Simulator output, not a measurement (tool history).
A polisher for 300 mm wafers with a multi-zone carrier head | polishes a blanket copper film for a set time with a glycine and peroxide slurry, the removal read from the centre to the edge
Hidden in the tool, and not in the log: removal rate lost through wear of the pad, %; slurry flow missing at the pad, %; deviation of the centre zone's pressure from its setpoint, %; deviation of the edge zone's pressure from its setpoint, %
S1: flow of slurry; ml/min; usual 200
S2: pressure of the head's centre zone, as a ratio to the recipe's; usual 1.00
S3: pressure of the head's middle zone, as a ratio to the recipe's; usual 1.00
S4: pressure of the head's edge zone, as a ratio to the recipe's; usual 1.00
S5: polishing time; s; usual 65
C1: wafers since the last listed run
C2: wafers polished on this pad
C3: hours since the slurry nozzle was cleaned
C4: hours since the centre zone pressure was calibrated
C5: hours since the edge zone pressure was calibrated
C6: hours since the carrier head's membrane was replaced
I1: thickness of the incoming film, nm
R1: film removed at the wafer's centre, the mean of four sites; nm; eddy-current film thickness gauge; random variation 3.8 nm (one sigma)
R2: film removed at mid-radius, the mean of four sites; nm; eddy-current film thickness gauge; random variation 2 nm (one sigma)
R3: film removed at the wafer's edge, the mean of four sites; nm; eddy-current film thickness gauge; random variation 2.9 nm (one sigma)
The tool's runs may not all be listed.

| run | hour | S1 | S2 | S3 | S4 | S5 | C1 | C2 | C3 | C4 | C5 | C6 | I1 | R1 | R2 | R3 |
|---|---|---|---|---|---|---|---|---|---|---|---|---|---|---|---|---|
| 1 | 0.0 | 200 | 1.00 | 1.00 | 1.00 | 65 | 0 | 689 | 537.3 | 344.2 | 173.6 | 844.6 | 1265.1 | 248.8 | 265.8 | 284.5 |
|  | 13.7 | worn pad replaced by a new one |
| 2 | 19.2 | 200 | 1.00 | 1.00 | 1.00 | 65 | 91 | 32 | 556.5 | 363.4 | 192.8 | 863.8 | 1301.4 | 248.2 | 266.9 | 277.4 |
| 3 | 49.7 | 200 | 1.00 | 1.00 | 1.00 | 65 | 182 | 215 | 587.0 | 393.9 | 223.3 | 894.3 | 1299.3 | 249.1 | 265.3 | 281.0 |
| 4 | 68.4 | 200 | 1.00 | 1.00 | 1.00 | 65 | 112 | 327 | 605.7 | 412.6 | 242.0 | 913.0 | 1312.9 | 250.1 | 264.9 | 277.6 |
| 5 | 92.6 | 200 | 0.93 | 1.00 | 1.00 | 65 | 145 | 472 | 629.9 | 436.8 | 266.2 | 937.2 | 1306.0 | 228.0 | 264.4 | 285.4 |
| 6 | 106.4 | 200 | 0.93 | 1.00 | 1.00 | 65 | 82 | 555 | 643.7 | 450.6 | 280.0 | 951.0 | 1290.1 | 226.3 | 267.6 | 281.7 |
|  | 126.7 | slurry nozzle cleaned |
| 7 | 130.7 | 200 | 1.00 | 1.00 | 1.00 | 65 | 139 | 695 | 4.0 | 474.9 | 304.3 | 975.3 | 1275.3 | 238.2 | 268.3 | 274.5 |
|  | 140.0 | worn pad replaced by a new one |
|  | 142.9 | centre zone pressure recalibrated |
| 8 | 160.2 | 175 | 1.00 | 1.00 | 1.00 | 65 | 140 | 109 | 33.5 | 17.3 | 333.8 | 1004.8 | 1260.1 | 264.8 | 261.6 | 276.7 |
|  | 170.6 | edge zone pressure recalibrated |
| 9 | 183.9 | 200 | 1.00 | 1.00 | 1.00 | 73 | 130 | 239 | 57.2 | 41.0 | 13.3 | 1028.5 | 1280.8 | 305.8 | 299.6 | 317.2 |
| 10 | 215.8 | 160 | 1.11 | 0.91 | 1.00 | 65 | 191 | 430 | 89.1 | 72.9 | 45.2 | 1060.4 | 1285.9 | 285.8 | 245.7 | 279.2 |
| 11 | 234.2 | 200 | 1.00 | 1.00 | 1.07 | 65 | 110 | 540 | 107.5 | 91.3 | 63.6 | 1078.8 | 1282.3 | 259.4 | 261.9 | 291.6 |

The next listed run, before its measurement:
|  | 250.9 | carrier head's membrane replaced by a new one |
| 12 | 256.2 | 260 | 1.00 | 0.93 | 0.97 | 87 | 101 | 642 | 129.5 | 113.3 | 85.6 | 5.3 | 1269.8 | ? | ? | ? |

Run 12 gave R1 355.6 nm, R2 347.6 nm, R3 374.3 nm.
Without the tool's hidden state the same run would have given R1 363.0 nm, R2 347.6 nm, R3 374.3 nm.
